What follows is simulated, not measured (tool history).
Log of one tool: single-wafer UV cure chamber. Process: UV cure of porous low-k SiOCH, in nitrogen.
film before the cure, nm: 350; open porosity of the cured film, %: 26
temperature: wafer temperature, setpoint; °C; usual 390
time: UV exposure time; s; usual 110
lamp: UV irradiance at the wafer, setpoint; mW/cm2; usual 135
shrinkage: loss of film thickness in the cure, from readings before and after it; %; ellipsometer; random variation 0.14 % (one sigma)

{"run": 1, "hour": 0.0, "temperature": 400, "time": 110, "lamp": 135, "shrinkage": 10.523}
{"run": 2, "hour": 67.5, "temperature": 400, "time": 110, "lamp": 135, "shrinkage": 10.688}
{"hour": 98.8, "done": "quartz window cleaned"}
{"run": 3, "hour": 162.5, "temperature": 390, "time": 110, "lamp": 165, "shrinkage": 11.08}
{"run": 4, "hour": 268.9, "temperature": 390, "time": 110, "lamp": 135, "shrinkage": 10.417}
{"run": 5, "hour": 358.5, "temperature": 390, "time": 110, "lamp": 113, "shrinkage": 9.325}
{"run": 6, "hour": 427.9, "temperature": 390, "time": 110, "lamp": 113, "shrinkage": 9.419}
{"run": 7, "hour": 498.8, "temperature": 390, "time": 110, "lamp": 135, "shrinkage": 9.874}
{"run": 8, "hour": 571.1, "temperature": 390, "time": 110, "lamp": 135, "shrinkage": 9.881}
{"run": 9, "hour": 633.9, "temperature": 390, "time": 110, "lamp": 135, "shrinkage": 9.842}
{"hour": 721.3, "done": "quartz window cleaned"}
{"run": 10, "hour": 741.6, "temperature": 390, "time": 110, "lamp": 135, "shrinkage": 9.81}
{"run": 11, "hour": 834.6, "temperature": 390, "time": 110, "lamp": 135, "shrinkage": 9.63}
{"run": 12, "hour": 892.6, "temperature": 383, "time": 110, "lamp": 135, "shrinkage": 9.537}
{"run": 13, "hour": 974.7, "temperature": 377, "time": 110, "lamp": 135, "shrinkage": 9.273}
{"run": 14, "hour": 1061.7, "temperature": 377, "time": 110, "lamp": 135, "shrinkage": 9.301}
{"hour": 1137.8, "done": "UV bulbs replaced"}
{"run": 15, "hour": 1169.6, "temperature": 377, "time": 110, "lamp": 135, "shrinkage": 10.649}
{"run": 16, "hour": 1267.2, "temperature": 390, "time": 110, "lamp": 135, "shrinkage": 10.77}
{"hour": 1316.8, "done": "quartz window cleaned"}
{"run": 17, "hour": 1356.5, "temperature": 390, "time": 110, "lamp": 135, "shrinkage": 11.125}
{"run": 18, "hour": 1417.4, "temperature": 390, "time": 110, "lamp": 135, "shrinkage": 11.131}
{"run": 19, "hour": 1478.8, "temperature": 390, "time": 110, "lamp": 135, "shrinkage": 10.527}
{"run": 20, "hour": 1529.4, "temperature": 390, "time": 110, "lamp": 135, "shrinkage": 11.007}
{"run": 21, "hour": 1611.4, "temperature": 390, "time": 110, "lamp": 135, "shrinkage": 10.67}
{"run": 22, "hour": 1694.1, "temperature": 390, "time": 110, "lamp": 135, "shrinkage": 10.661}
{"run": 23, "hour": 1784.4, "temperature": 374, "time": 150, "lamp": 106, "shrinkage": 10.7}
{"run": 24, "hour": 1886.7, "temperature": 390, "time": 110, "lamp": 135, "shrinkage": 10.387}
{"run": 25, "hour": 1924.5, "temperature": 396, "time": 70, "lamp": 135, "shrinkage": 8.313}
{"run": 26, "hour": 1968.4, "temperature": 371, "time": 110, "lamp": 135, "shrinkage": 10.017}
{"hour": 2014.4, "done": "quartz window cleaned"}
{"run": 27, "hour": 2069.4, "temperature": 390, "time": 110, "lamp": 135, "shrinkage": 10.06}
{"run": 28, "hour": 2132.2, "temperature": 390, "time": 155, "lamp": 135, "shrinkage": 11.957}
{"run": 29, "hour": 2208.5, "temperature": 399, "time": 110, "lamp": 135, "shrinkage": 10.232}
{"run": 30, "hour": 2262.4, "temperature": 390, "time": 110, "lamp": 118, "shrinkage": 9.384}
{"run": 31, "hour": 2325.6, "temperature": 407, "time": 70, "lamp": 171, "shrinkage": 9.354}
{"run": 32, "hour": 2380.2, "temperature": 390, "time": 165, "lamp": 135, "shrinkage": 11.823}
{"run": 33, "hour": 2442.4, "temperature": 379, "time": 130, "lamp": 135, "shrinkage": 10.375}
{"run": 34, "hour": 2496.8, "temperature": 409, "time": 110, "lamp": 95, "shrinkage": 8.563}
{"hour": 2571.1, "done": "quartz window cleaned"}
{"hour": 2584.5, "done": "UV bulbs replaced"}
{"run": 35, "hour": 2594.8, "temperature": 390, "time": 110, "lamp": 96, "shrinkage": 9.325}
{"run": 36, "hour": 2632.1, "temperature": 397, "time": 110, "lamp": 135, "shrinkage": 11.195}
{"run": 37, "hour": 2732.9, "temperature": 377, "time": 145, "lamp": 135, "shrinkage": 12.151}
{"run": 38, "hour": 2786.4, "temperature": 390, "time": 110, "lamp": 107, "shrinkage": 9.668}
{"run": 39, "hour": 2874.5, "temperature": 377, "time": 155, "lamp": 135, "shrinkage": 12.131}
{"run": 40, "hour": 2914.0, "temperature": 408, "time": 130, "lamp": 95, "shrinkage": 10.026}
{"run": 41, "hour": 2973.2, "temperature": 409, "time": 110, "lamp": 146, "shrinkage": 11.414}
{"run": 42, "hour": 3077.2, "temperature": 390, "time": 110, "lamp": 135, "shrinkage": 10.522}
{"run": 43, "hour": 3118.6, "temperature": 390, "time": 110, "lamp": 135, "shrinkage": 10.51}
{"hour": 3231.1, "done": "quartz window cleaned"}
{"run": 44, "hour": 3231.6, "temperature": 390, "time": 110, "lamp": 135, "shrinkage": 10.457}

3 ways to go on from here, each from the tool as it stands after run 44. What would each give?
{"run": "A", "hour": 3232.1, "temperature": 390, "time": 110, "lamp": 135, "shrinkage": "?"}
{"run": "B", "hour": 3232.1, "temperature": 401, "time": 145, "lamp": 146, "shrinkage": "?"}
{"run": "C", "hour": 3232.1, "temperature": 374, "time": 125, "lamp": 153, "shrinkage": "?"}

run=A shrinkage=10.513
run=B shrinkage=12.461
run=C shrinkage=11.426
Without the tool's hidden state the same runs would have given:
run=A shrinkage=11.122
run=B shrinkage=13.093
run=C shrinkage=12.046
